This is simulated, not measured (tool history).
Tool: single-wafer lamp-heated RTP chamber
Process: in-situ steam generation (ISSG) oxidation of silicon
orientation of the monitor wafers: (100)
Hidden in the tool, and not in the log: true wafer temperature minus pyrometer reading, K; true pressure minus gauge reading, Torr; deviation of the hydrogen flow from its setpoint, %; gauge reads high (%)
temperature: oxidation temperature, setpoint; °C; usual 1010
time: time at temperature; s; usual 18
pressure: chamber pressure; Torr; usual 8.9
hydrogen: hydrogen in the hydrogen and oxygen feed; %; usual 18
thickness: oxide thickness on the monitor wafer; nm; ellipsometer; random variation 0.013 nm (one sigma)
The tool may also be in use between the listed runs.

run   hour  temperature  time  pressure  hydrogen  wafers since the last listed run  wafers since the last pyrometer calibration  hours since the pressure gauge was zeroed  hours since the hydrogen flow controller was replaced  hours since the gauge calibration  read-back reference wafer on the same gauge, thickness  thickness
  1      0         1010    21       8.9        18                                 0                                           45                                     1357.9                                                 3058.8                               88.4                                                   4.882      5.293
  2   15.3         1010    21       8.9        18                               195                                          241                                     1373.2                                                 3074.1                              103.7                                                    4.88      5.354
  3   26.1         1010    18       9.4        18                               138                                          379                                       1384                                                 3084.9                              114.5                                                    4.88      4.941
  4   33.6         1010    18       8.9        18                                95                                          475                                     1391.5                                                 3092.4                                122                                                   4.879      4.941
  5   48.8          998    16       8.9        18                               194                                          670                                     1406.7                                                 3107.6                              137.2                                                   4.882      4.499
  6   89.8         1010    18       8.9        18                               524                                         1195                                     1447.7                                                 3148.6                              178.2                                                   4.881      4.976
     102.1  -- hydrogen flow controller replaced
  7  102.6         1010    18       8.9        18                                61                                         1256                                     1460.5                                                    0.5                                191                                                    4.88      4.991
  8  111.7         1010    18       8.9        18                               116                                         1373                                     1469.6                                                    9.6                              200.1                                                   4.881      4.986
  9  118.5         1010    18       7.9        18                                87                                         1460                                     1476.4                                                   16.4                              206.9                                                   4.881      5.017
     119.3  -- gauge calibrated
 10  134.6         1010    18       7.9        18                               206                                         1666                                     1492.5                                                   32.5                               15.3                                                   4.881      5.039
     151.4  -- pyrometer window cleaned and pyrometer calibrated
 11  151.9         1010    18       7.9        18                               119                                            6                                     1509.8                                                   49.8                               32.6                                                   4.878      4.978
 12  162.6         1010    16       9.4        18                               136                                          143                                     1520.5                                                   60.5                               43.3                                                   4.878       4.65
 13  175.7         1010    18       8.9        23                               167                                          311                                     1533.6                                                   73.6                               56.4                                                   4.881      5.237
 14    192         1010    18       8.9        18                               208                                          520                                     1549.9                                                   89.9                               72.7                                                   4.882       4.97
 15  208.9          995    18       8.9        18                               216                                          736                                     1566.8                                                  106.8                               89.6                                                   4.881      4.707
     222.2  -- pressure gauge zeroed
 16  226.6         1010    18       8.9        18                               124                                          860                                        4.4                                                  124.5                              107.3                                                   4.879      4.994
 17  242.5         1010    18       8.9        18                               203                                         1064                                       20.3                                                  140.4                              123.2                                                   4.882      5.007
 18  254.6         1019    18       7.6        21                               154                                         1218                                       32.4                                                  152.5                              135.3                                                   4.878      5.414
 19  262.7          992    25       8.9        18                               103                                         1322                                       40.5                                                  160.6                              143.4                                                    4.88      5.412
 20  273.8         1002    15       7.6        26                               142                                         1464                                       51.6                                                  171.7                              154.5                                                   4.882      4.888

Forecast run 21:
     286.6  -- pyrometer window cleaned and pyrometer calibrated
 21  287.1         1026    18       8.9        18                                67                                            6                                       64.9                                                    185                              167.8                                                       ?          ?

Run 21 gave read-back reference wafer on the same gauge, thickness 4.881, thickness 5.301 nm.
Without the tool's hidden state the same run would have given thickness 5.299 nm.

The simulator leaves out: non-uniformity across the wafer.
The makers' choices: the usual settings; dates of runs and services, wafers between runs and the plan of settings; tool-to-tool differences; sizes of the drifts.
